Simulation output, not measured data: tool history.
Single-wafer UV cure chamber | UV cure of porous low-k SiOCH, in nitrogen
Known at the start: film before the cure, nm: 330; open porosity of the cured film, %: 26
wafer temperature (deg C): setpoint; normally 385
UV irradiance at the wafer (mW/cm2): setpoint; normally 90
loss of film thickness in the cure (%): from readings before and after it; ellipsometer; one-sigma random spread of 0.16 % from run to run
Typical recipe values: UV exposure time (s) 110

run    hour  wafer temperature (deg C)  UV exposure time (s)  UV irradiance at the wafer (mW/cm2)  loss of film thickness in the cure (%)
  1       0                        385                   110                                   90                                   9.371
  2    77.5                        385                   110                                   90                                   9.471
  3   164.3                        385                   110                                   90                                   9.048
  4   229.4                        385                   110                                   90                                    9.14
  5   287.4                        385                   110                                   90                                   9.034
  6   342.3                        385                   110                                  108                                   9.715
  7   386.4                        385                   110                                  108                                   9.765
        494  -- quartz window cleaned
  8   688.4                        385                   110                                   90                                   9.598
  9   764.1                        385                   110                                   90                                   9.641
 10   857.4                        385                   110                                   90                                    9.14
 11   906.3                        385                   110                                  117                                  10.559
 12   943.7                        385                   110                                  117                                  10.307
 13   981.5                        385                   110                                  117                                  10.053
 14    1087                        385                   110                                   90                                   8.845
     1148.7  -- quartz window cleaned
 15  1184.5                        385                   110                                   90                                   9.811
 16  1287.7                        397                   110                                   90                                   9.797
 17  1331.2                        385                    90                                   90                                   8.596
 18  1371.8                        385                    90                                   90                                   8.742
 19    1465                        376                    80                                   53                                   5.226
 20  1570.4                        385                   110                                   90                                   9.158
 21  1672.3                        366                   110                                  113                                   9.463
 22  1723.5                        385                   110                                  118                                  10.213
     1766.1  -- quartz window cleaned
 23  1811.5                        391                   170                                  113                                  13.444
 24  1918.6                        385                   110                                   90                                   9.508
 25  2010.4                        400                    65                                  122                                   8.557
 26    2072                        374                   165                                  123                                  13.052
 27    2138                        385                   110                                   71                                   8.176
 28    2244                        385                   110                                   90                                   9.107
     2266.8  -- UV bulbs replaced
     2289.4  -- quartz window cleaned
 29  2325.6                        379                   110                                   53                                   7.185
 30    2410                        385                   110                                   90                                    9.55
 31    2501                        385                   110                                   90                                   9.835
 32  2581.2                        385                    75                                  112                                   8.844
 33  2667.6                        375                   175                                  129                                  13.359
 34  2737.1                        376                    60                                   58                                   4.608
     2892.8  -- quartz window cleaned
 35  3000.3                        385                   110                                   90                                   9.806
 36  3070.3                        385                   110                                   90                                   9.401

Exercise: give the hidden state of the tool at every run:
lamp output below its setpoint, %: 0 in every run
H1: transmission lost against a clean window, %
run     H1
  1   5.15
  2   6.84
  3   9.49
  4     12
  5   14.6
  6   17.4
  7   19.9
  8   5.11
  9   6.98
 10   10.1
 11   12.1
 12   13.8
 13   15.7
 14   21.8
 15   2.84
 16    3.8
 17   4.54
 18   5.42
 19   8.08
 20   12.2
 21   17.3
 22   20.3
 23   4.81
 24   5.94
 25   7.87
 26   9.67
 27     12
 28   16.8
 29  0.241
 30  0.943
 31   2.55
 32   4.69
 33   7.76
 34   10.8
 35   2.39
 36   3.45

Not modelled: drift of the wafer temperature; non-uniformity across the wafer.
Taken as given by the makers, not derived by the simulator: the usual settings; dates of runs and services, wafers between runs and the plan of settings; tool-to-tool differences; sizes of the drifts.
